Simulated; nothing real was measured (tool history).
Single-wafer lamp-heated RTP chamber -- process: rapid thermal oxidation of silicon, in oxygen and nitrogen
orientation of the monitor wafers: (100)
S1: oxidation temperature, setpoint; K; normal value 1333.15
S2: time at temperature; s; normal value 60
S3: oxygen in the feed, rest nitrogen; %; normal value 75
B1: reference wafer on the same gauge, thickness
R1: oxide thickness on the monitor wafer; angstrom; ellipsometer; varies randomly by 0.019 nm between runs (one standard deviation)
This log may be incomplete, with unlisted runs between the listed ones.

run,hour,S1,S2,S3,B1,R1
1,0.0,1333.15,60,75,8.631,81.50
2,70.5,1333.15,60,75,8.625,81.47
3,95.0,1333.15,60,75,8.635,81.53
4,135.6,1333.15,60,75,8.626,81.82
5,188.4,1333.15,60,75,8.631,82.02
# hour 267.5: pyrometer window cleaned and pyrometer calibrated
# hour 281.3: gauge calibrated
6,353.3,1333.15,60,75,8.626,80.23
7,413.5,1333.15,60,75,8.633,80.92
# hour 428.1: oxygen flow controller replaced
8,475.8,1318.15,60,75,8.630,73.12
9,545.5,1308.15,73,98,8.623,82.01
10,606.4,1333.15,49,75,8.631,74.40
11,657.4,1333.15,60,75,8.629,81.45
12,780.4,1333.15,60,75,8.622,81.99
13,838.0,1333.15,80,75,8.636,93.55
# hour 850.8: gauge calibrated
14,888.6,1333.15,60,75,8.630,82.35

Predict each of these 4 candidate next runs independently; none follows another, all start after run 14:
A,889.1,1333.15,60,75,?,?
B,889.1,1309.15,33,98,?,?
C,889.1,1342.15,35,75,?,?
D,889.1,1312.15,60,75,?,?

run,B1,R1
A,8.628,82.22
B,8.628,59.12
C,8.628,68.92
D,8.628,71.29
Stripped of hidden state, with their random variation kept, the same runs would have yielded:
run,R1
A,79.54
B,57.14
C,66.71
D,68.89
